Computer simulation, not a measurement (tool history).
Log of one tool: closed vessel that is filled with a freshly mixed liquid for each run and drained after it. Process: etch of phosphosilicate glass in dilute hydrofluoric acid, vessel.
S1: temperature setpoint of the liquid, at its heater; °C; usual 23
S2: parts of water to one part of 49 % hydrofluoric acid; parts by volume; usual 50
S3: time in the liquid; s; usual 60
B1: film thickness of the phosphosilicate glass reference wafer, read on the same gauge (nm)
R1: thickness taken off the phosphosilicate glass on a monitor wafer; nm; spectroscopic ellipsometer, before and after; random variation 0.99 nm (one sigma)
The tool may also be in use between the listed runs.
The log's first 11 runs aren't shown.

run   hour    S1  S2  S3      B1      R1
 12  342.6    20  25  95  139.99  352.03
 13  355.4  25.5  50  60  140.01  135.28
 14  390.9  19.5  50  60  140.03  106.14
 15  440.1    23  50  60  139.99  122.52
 16    470    23  50  60     140  123.77
     487.6  -- gauge calibrated
 17  499.3    23  50  60  140.01  123.32
 18  606.3    23  50  60  140.03  126.41
 19  621.3    23  50  60     140  124.76
 20  646.4    23  30  95  140.02  338.76
 21  664.9  25.5  35  50  140.03  169.85
 22  688.8    27  70  35     140   60.55
 23  723.9    28  50  60     140  154.61
 24  739.4  26.5  50  60     140  146.39
 25  758.4    23  50  70     140  146.99
 26  790.1    23  65  60  139.99   95.47
 27  811.6  20.5  50  35  139.99   67.78

Forecast run 28:
 28  838.2  23  50  35   ?   ?

Run 28 gave B1 140, R1 74.71 nm.
Without the tool's hidden state the same run would have given R1 68.25 nm.
